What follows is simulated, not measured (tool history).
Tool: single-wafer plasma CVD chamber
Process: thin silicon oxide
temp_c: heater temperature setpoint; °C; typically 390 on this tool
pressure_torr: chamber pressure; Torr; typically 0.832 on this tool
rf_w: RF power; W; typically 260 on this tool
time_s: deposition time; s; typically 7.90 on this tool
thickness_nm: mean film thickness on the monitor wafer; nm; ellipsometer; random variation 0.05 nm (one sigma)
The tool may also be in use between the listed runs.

run,day,temp_c,pressure_torr,rf_w,time_s,wafers since the last listed run,hours since the last thermocouple change,hours since the last RF generator calibration,hours since the last manometer calibration,hours since the showerhead was replaced,hours since the gauge calibration,"read-back reference wafer on the same gauge, thickness_nm",thickness_nm
1,0.000,400,0.761,260,7.90,0,1528.9,1451.3,2337.0,4255.6,1118.9,12.493,12.389
2,2.483,400,0.761,260,7.90,1894,1588.5,1510.9,2396.6,4315.2,1178.5,12.500,12.428
3,6.133,400,0.761,260,7.90,2783,1676.1,1598.5,2484.2,4402.8,1266.1,12.498,12.385
4,9.233,390,0.832,260,7.90,2364,1750.5,1672.9,2558.6,4477.2,1340.5,12.509,13.097
5,12.554,390,0.832,260,7.90,2532,1830.2,1752.6,2638.3,4556.9,1420.2,12.489,13.103
# day 13.892: capacitance manometer re-zeroed and calibrated
6,16.833,390,0.832,260,7.90,3009,1932.9,1855.3,70.6,4659.6,1522.9,12.498,13.035
7,20.954,390,0.832,300,7.90,3142,2031.8,1954.2,169.5,4758.5,1621.8,12.490,13.757
8,23.283,390,0.832,260,7.90,1776,2087.7,2010.1,225.4,4814.4,1677.7,12.504,13.042
9,27.646,390,0.832,260,7.90,3327,2192.4,2114.8,330.1,4919.1,1782.4,12.509,13.139
10,30.792,390,0.832,260,7.90,2399,2267.9,2190.3,405.6,4994.6,1857.9,12.489,13.156
# day 36.746: thermocouple changed; heater temperature recalibrated
11,37.583,390,0.762,260,7.90,4925,20.1,2353.3,568.6,5157.6,2020.9,12.493,12.521
12,39.446,378,0.776,295,7.90,1420,64.8,2398.0,613.3,5202.3,2065.6,12.503,13.198
# day 40.500: gauge calibrated
# day 41.567: showerhead replaced
# day 42.638: RF generator calibrated
13,42.658,390,0.971,305,8.42,1941,141.9,0.5,690.4,26.2,51.8,12.500,15.968
14,44.800,390,0.832,260,7.00,1633,193.3,51.9,741.8,77.6,103.2,12.504,11.592
15,48.008,379,0.976,260,7.90,2446,270.3,128.9,818.8,154.6,180.2,12.488,14.206
16,51.929,390,0.664,260,7.90,2990,364.4,223.0,912.9,248.7,274.3,12.496,11.592
17,54.479,390,0.832,260,7.90,1944,425.6,284.2,974.1,309.9,335.5,12.506,13.001
18,63.383,382,0.744,310,6.59,6791,639.3,497.9,1187.8,523.6,549.2,12.499,10.966
19,67.521,390,0.832,260,7.90,3155,738.6,597.2,1287.1,622.9,648.5,12.503,13.056
20,69.842,380,0.832,260,9.28,1770,794.3,652.9,1342.8,678.6,704.2,12.493,15.483
21,73.325,390,0.832,290,7.90,2656,877.9,736.5,1426.4,762.2,787.8,12.507,13.592
22,77.033,390,0.832,240,6.49,2828,966.9,825.5,1515.4,851.2,876.8,12.504,10.440
23,79.083,390,0.832,260,7.90,1563,1016.1,874.7,1564.6,900.4,926.0,12.500,13.032
24,81.188,390,0.832,260,7.90,1604,1066.6,925.2,1615.1,950.9,976.5,12.492,13.052
25,83.442,384,0.832,215,7.90,1719,1120.7,979.3,1669.2,1005.0,1030.6,12.503,12.178
26,87.267,390,0.832,275,6.51,2917,1212.5,1071.1,1761.0,1096.8,1122.4,12.487,10.984
27,90.067,400,0.905,260,7.90,2135,1279.7,1138.3,1828.2,1164.0,1189.6,12.495,13.527
28,93.625,390,0.832,260,7.90,2713,1365.1,1223.7,1913.6,1249.4,1275.0,12.510,13.053
29,95.821,390,0.832,260,7.90,1674,1417.8,1276.4,1966.3,1302.1,1327.7,12.480,13.016

4 ways to go on from here, each from the tool as it stands after run 29. What would each give?
A,95.838,390,0.832,260,7.90,12,1418.2,1276.8,1966.7,1302.5,1328.1,?,?
B,95.838,390,0.832,260,6.32,12,1418.2,1276.8,1966.7,1302.5,1328.1,?,?
C,95.838,381,0.975,260,7.90,12,1418.2,1276.8,1966.7,1302.5,1328.1,?,?
D,95.838,395,0.973,215,7.26,12,1418.2,1276.8,1966.7,1302.5,1328.1,?,?

run,"read-back reference wafer on the same gauge, thickness_nm",thickness_nm
A,12.520,13.137
B,12.520,10.515
C,12.520,14.337
D,12.520,12.231
What these runs would have given with no unlogged condition in the tool:
run,thickness_nm
A,13.137
B,10.515
C,14.337
D,12.231
